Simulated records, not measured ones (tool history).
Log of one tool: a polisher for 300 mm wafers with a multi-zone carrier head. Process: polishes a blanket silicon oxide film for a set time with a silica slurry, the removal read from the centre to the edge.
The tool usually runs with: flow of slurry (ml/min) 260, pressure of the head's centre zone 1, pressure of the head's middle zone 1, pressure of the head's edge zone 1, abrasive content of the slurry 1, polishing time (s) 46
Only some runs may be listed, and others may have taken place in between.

| run | hour | flow of slurry (ml/min) | pressure of the head's centre zone | pressure of the head's middle zone | pressure of the head's edge zone | abrasive content of the slurry | polishing time (s) | wafers since the last listed run | wafers polished on this pad | hours since the slurry nozzle was cleaned | hours since the centre zone pressure was calibrated | hours since the edge zone pressure was calibrated | hours since the carrier head's membrane was replaced | incoming thickness of the incoming film, nm | film removed at the wafer's centre (angstrom) | film removed at mid-radius (angstrom) | film removed at the wafer's edge (angstrom) |
|---|---|---|---|---|---|---|---|---|---|---|---|---|---|---|---|---|---|
| 1 | 0 | 225 | 1 | 1 | 1 | 0.85 | 40 | 0 | 5 | 163.7 | 87.4 | 223.1 | 619.7 | 1151.4 | 1805 | 1783 | 1790 |
| 2 | 70.5 | 260 | 1 | 1.1 | 0.89 | 1 | 51 | 714 | 719 | 234.2 | 157.9 | 293.6 | 690.2 | 1161.8 | 2497 | 2616 | 2355 |
|  | 167.4 | carrier head's membrane replaced by a new one, of another model than before |
| 3 | 168.1 | 305 | 1 | 1 | 1 | 0.75 | 46 | 938 | 1657 | 331.8 | 255.5 | 391.2 | 0.7 | 1168 | 1890 | 1838 | 1884 |
| 4 | 214.9 | 260 | 1 | 1.1 | 1.09 | 1 | 46 | 474 | 2131 | 378.6 | 302.3 | 438 | 47.5 | 1157 | 2148 | 2167 | 2148 |
| 5 | 317 | 260 | 1 | 1 | 1 | 1.2 | 46 | 1034 | 3165 | 480.7 | 404.4 | 540.1 | 149.6 | 1173.2 | 2276 | 2235 | 2257 |
|  | 354.3 | edge zone pressure recalibrated |
| 6 | 366.1 | 260 | 1 | 1 | 1 | 1 | 46 | 477 | 3643 | 529.8 | 453.5 | 11.8 | 198.7 | 1158 | 2166 | 2033 | 2055 |
| 7 | 463.7 | 260 | 1 | 1 | 1 | 1 | 46 | 988 | 4631 | 627.4 | 551.1 | 109.4 | 296.3 | 1183.5 | 2084 | 2048 | 2028 |
|  | 477.9 | slurry nozzle cleaned |
| 8 | 554.3 | 260 | 1 | 1.07 | 1 | 1 | 46 | 907 | 5539 | 76.4 | 641.7 | 200 | 386.9 | 1158.2 | 2076 | 2140 | 2034 |
|  | 576.2 | centre zone pressure recalibrated |
| 9 | 607.4 | 260 | 1 | 1 | 1 | 1 | 46 | 517 | 6057 | 129.5 | 31.2 | 253.1 | 440 | 1189.9 | 2104 | 2039 | 2025 |
| 10 | 645 | 260 | 1 | 1.1 | 1.09 | 1 | 46 | 380 | 6438 | 167.1 | 68.8 | 290.7 | 477.6 | 1154.7 | 2131 | 2169 | 2096 |
|  | 694.4 | worn pad replaced by a new one |
| 11 | 721.2 | 260 | 1 | 1.1 | 0.89 | 1 | 51 | 731 | 271 | 243.3 | 145 | 366.9 | 553.8 | 1179.6 | 2477 | 2563 | 2349 |
| 12 | 794.4 | 260 | 1 | 0.94 | 1 | 1 | 46 | 741 | 1012 | 316.5 | 218.2 | 440.1 | 627 | 1151.6 | 2220 | 2090 | 2102 |
| 13 | 880.7 | 260 | 1 | 1 | 1 | 1 | 46 | 874 | 1887 | 402.8 | 304.5 | 526.4 | 713.3 | 1153.7 | 2145 | 2090 | 2117 |

Predict the results of run 14:
|  | 896.6 | carrier head's membrane replaced by a new one |
| 14 | 969.7 | 260 | 1.08 | 1 | 1 | 1 | 46 | 850 | 2738 | 491.8 | 393.5 | 615.4 | 73.1 | 1172.4 | ? | ? | ? |

film removed at the wafer's centre (angstrom): 2220
film removed at mid-radius (angstrom): 2094
film removed at the wafer's edge (angstrom): 2073
Minus the tool's unlogged condition, the same run would have read film removed at the wafer's centre (angstrom) 2395, film removed at mid-radius (angstrom) 2259, film removed at the wafer's edge (angstrom) 2236.
